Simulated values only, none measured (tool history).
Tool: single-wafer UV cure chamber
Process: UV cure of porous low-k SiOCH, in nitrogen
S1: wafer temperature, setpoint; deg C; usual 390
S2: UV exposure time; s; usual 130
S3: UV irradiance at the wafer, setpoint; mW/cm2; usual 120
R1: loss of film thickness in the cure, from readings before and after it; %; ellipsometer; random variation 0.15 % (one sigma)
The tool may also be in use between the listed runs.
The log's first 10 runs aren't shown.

{"run": 11, "hour": 773.6, "S1": 396, "S2": 100, "S3": 120, "R1": 8.295}
{"hour": 790.0, "done": "quartz window cleaned"}
{"run": 12, "hour": 814.8, "S1": 382, "S2": 130, "S3": 120, "R1": 9.205}
{"run": 13, "hour": 867.0, "S1": 382, "S2": 130, "S3": 120, "R1": 8.947}
{"run": 14, "hour": 938.1, "S1": 382, "S2": 130, "S3": 120, "R1": 9.294}
{"run": 15, "hour": 1042.3, "S1": 390, "S2": 130, "S3": 120, "R1": 9.063}
{"run": 16, "hour": 1117.6, "S1": 390, "S2": 130, "S3": 120, "R1": 9.489}
{"run": 17, "hour": 1203.1, "S1": 390, "S2": 130, "S3": 120, "R1": 9.369}
{"hour": 1243.9, "done": "quartz window cleaned"}
{"run": 18, "hour": 1268.8, "S1": 390, "S2": 175, "S3": 120, "R1": 10.621}
{"run": 19, "hour": 1329.2, "S1": 390, "S2": 80, "S3": 99, "R1": 6.707}
{"run": 20, "hour": 1423.7, "S1": 406, "S2": 130, "S3": 120, "R1": 9.913}
{"run": 21, "hour": 1526.1, "S1": 390, "S2": 185, "S3": 120, "R1": 10.799}
{"run": 22, "hour": 1570.3, "S1": 390, "S2": 130, "S3": 120, "R1": 9.3}
{"run": 23, "hour": 1669.6, "S1": 390, "S2": 130, "S3": 120, "R1": 9.396}
{"hour": 1678.8, "done": "quartz window cleaned"}
{"run": 24, "hour": 1719.3, "S1": 375, "S2": 130, "S3": 151, "R1": 10.043}
{"run": 25, "hour": 1795.9, "S1": 373, "S2": 160, "S3": 120, "R1": 9.761}
{"run": 26, "hour": 1843.7, "S1": 396, "S2": 190, "S3": 82, "R1": 9.467}
{"run": 27, "hour": 1909.5, "S1": 385, "S2": 130, "S3": 120, "R1": 9.383}
{"hour": 1957.7, "done": "UV bulbs replaced"}
{"run": 28, "hour": 2012.1, "S1": 382, "S2": 130, "S3": 120, "R1": 9.258}
{"run": 29, "hour": 2066.7, "S1": 404, "S2": 170, "S3": 157, "R1": 12.373}
{"run": 30, "hour": 2113.3, "S1": 390, "S2": 170, "S3": 90, "R1": 9.014}
{"hour": 2131.8, "done": "quartz window cleaned"}
{"run": 31, "hour": 2221.1, "S1": 390, "S2": 130, "S3": 120, "R1": 9.472}
{"run": 32, "hour": 2311.4, "S1": 390, "S2": 130, "S3": 120, "R1": 9.258}
{"run": 33, "hour": 2396.1, "S1": 390, "S2": 205, "S3": 120, "R1": 11.401}
{"run": 34, "hour": 2467.9, "S1": 403, "S2": 100, "S3": 109, "R1": 7.925}
{"run": 35, "hour": 2532.9, "S1": 390, "S2": 165, "S3": 120, "R1": 10.59}

Forecast each of these 5 alternatives for the next run:
{"run": "A", "hour": 2533.4, "S1": 390, "S2": 130, "S3": 120, "R1": "?"}
{"run": "B", "hour": 2533.4, "S1": 374, "S2": 170, "S3": 96, "R1": "?"}
{"run": "C", "hour": 2533.4, "S1": 396, "S2": 65, "S3": 87, "R1": "?"}
{"run": "D", "hour": 2533.4, "S1": 376, "S2": 95, "S3": 156, "R1": "?"}
{"run": "E", "hour": 2533.4, "S1": 390, "S2": 80, "S3": 91, "R1": "?"}

run=A R1=9.224
run=B R1=9.140
run=C R1=5.326
run=D R1=8.769
run=E R1=6.159
Without the tool's hidden state the same runs would have given:
run=A R1=9.224
run=B R1=9.140
run=C R1=5.326
run=D R1=8.769
run=E R1=6.159
